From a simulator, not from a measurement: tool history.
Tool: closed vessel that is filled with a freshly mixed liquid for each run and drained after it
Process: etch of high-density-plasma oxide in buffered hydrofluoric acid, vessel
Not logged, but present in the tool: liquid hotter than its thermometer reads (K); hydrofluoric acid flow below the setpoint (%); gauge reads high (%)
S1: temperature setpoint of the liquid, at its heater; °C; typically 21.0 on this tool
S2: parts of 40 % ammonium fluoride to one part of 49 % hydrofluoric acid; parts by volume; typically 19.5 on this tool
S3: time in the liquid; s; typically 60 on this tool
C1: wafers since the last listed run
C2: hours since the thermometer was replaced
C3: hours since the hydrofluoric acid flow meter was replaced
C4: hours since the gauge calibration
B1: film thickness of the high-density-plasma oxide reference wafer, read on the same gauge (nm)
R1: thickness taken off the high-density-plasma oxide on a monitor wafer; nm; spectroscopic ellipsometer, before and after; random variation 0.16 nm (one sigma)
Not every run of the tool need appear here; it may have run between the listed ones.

run	hour	S1	S2	S3	C1	C2	C3	C4	B1	R1
1	0.0	21.0	19.5	50	0	2233.6	1798.9	176.2	150.01	26.50
2	11.6	21.0	19.5	50	1228	2245.2	1810.5	187.8	149.98	26.42
3	19.0	21.0	19.5	50	783	2252.6	1817.9	195.2	150.03	26.36
# hour 28.3: gauge calibrated
4	32.0	21.0	19.5	60	1376	2265.6	1830.9	3.7	149.97	31.59
5	49.0	21.0	19.5	60	1799	2282.6	1847.9	20.7	149.98	31.80
6	57.1	21.0	19.5	60	857	2290.7	1856.0	28.8	149.99	31.72
7	71.8	21.0	19.5	60	1556	2305.4	1870.7	43.5	149.99	31.81
8	87.9	21.0	19.5	60	1704	2321.5	1886.8	59.6	150.06	31.79
9	104.7	21.0	19.5	60	1778	2338.3	1903.6	76.4	150.00	31.63
10	112.8	21.0	17.0	60	857	2346.4	1911.7	84.5	149.98	35.87
11	119.7	21.0	17.0	60	730	2353.3	1918.6	91.4	149.97	36.55
12	127.1	23.0	19.5	80	783	2360.7	1926.0	98.8	150.01	47.55
13	135.6	17.0	24.0	80	899	2369.2	1934.5	107.3	150.02	29.15
14	143.7	24.0	19.5	40	857	2377.3	1942.6	115.4	150.04	25.03
15	159.9	24.5	12.5	90	1715	2393.5	1958.8	131.6	150.03	89.10
# hour 161.6: hydrofluoric acid flow meter replaced
16	174.1	24.0	23.0	60	1397	2407.7	12.5	145.8	149.99	33.12
# hour 184.5: gauge calibrated
17	192.0	21.0	19.5	60	1894	2425.6	30.4	7.5	149.94	31.77
18	199.6	23.5	19.5	60	804	2433.2	38.0	15.1	150.01	36.47
# hour 204.0: thermometer replaced
19	206.5	17.0	24.5	75	624	2.5	44.9	22.0	150.00	26.90
20	222.0	21.0	19.5	60	1640	18.0	60.4	37.5	149.98	31.79
21	237.1	19.5	23.5	95	1598	33.1	75.5	52.6	149.96	39.92
22	251.5	21.0	22.0	60	1524	47.5	89.9	67.0	149.97	29.14
23	262.0	21.0	19.5	75	1111	58.0	100.4	77.5	150.04	39.62

Predict each of these 4 candidate next runs independently; none follows another, all start after run 23:
A	262.7	21.0	19.5	45	74	58.7	101.1	78.2	?	?
B	262.7	17.0	24.0	45	74	58.7	101.1	78.2	?	?
C	262.7	22.5	13.0	90	74	58.7	101.1	78.2	?	?
D	262.7	17.5	25.5	90	74	58.7	101.1	78.2	?	?

run	B1	R1
A	149.96	24.10
B	149.96	16.53
C	149.96	78.06
D	149.96	32.61
Without the tool's unlogged condition, the same runs would have read:
run	R1
A	24.10
B	16.53
C	78.06
D	32.61

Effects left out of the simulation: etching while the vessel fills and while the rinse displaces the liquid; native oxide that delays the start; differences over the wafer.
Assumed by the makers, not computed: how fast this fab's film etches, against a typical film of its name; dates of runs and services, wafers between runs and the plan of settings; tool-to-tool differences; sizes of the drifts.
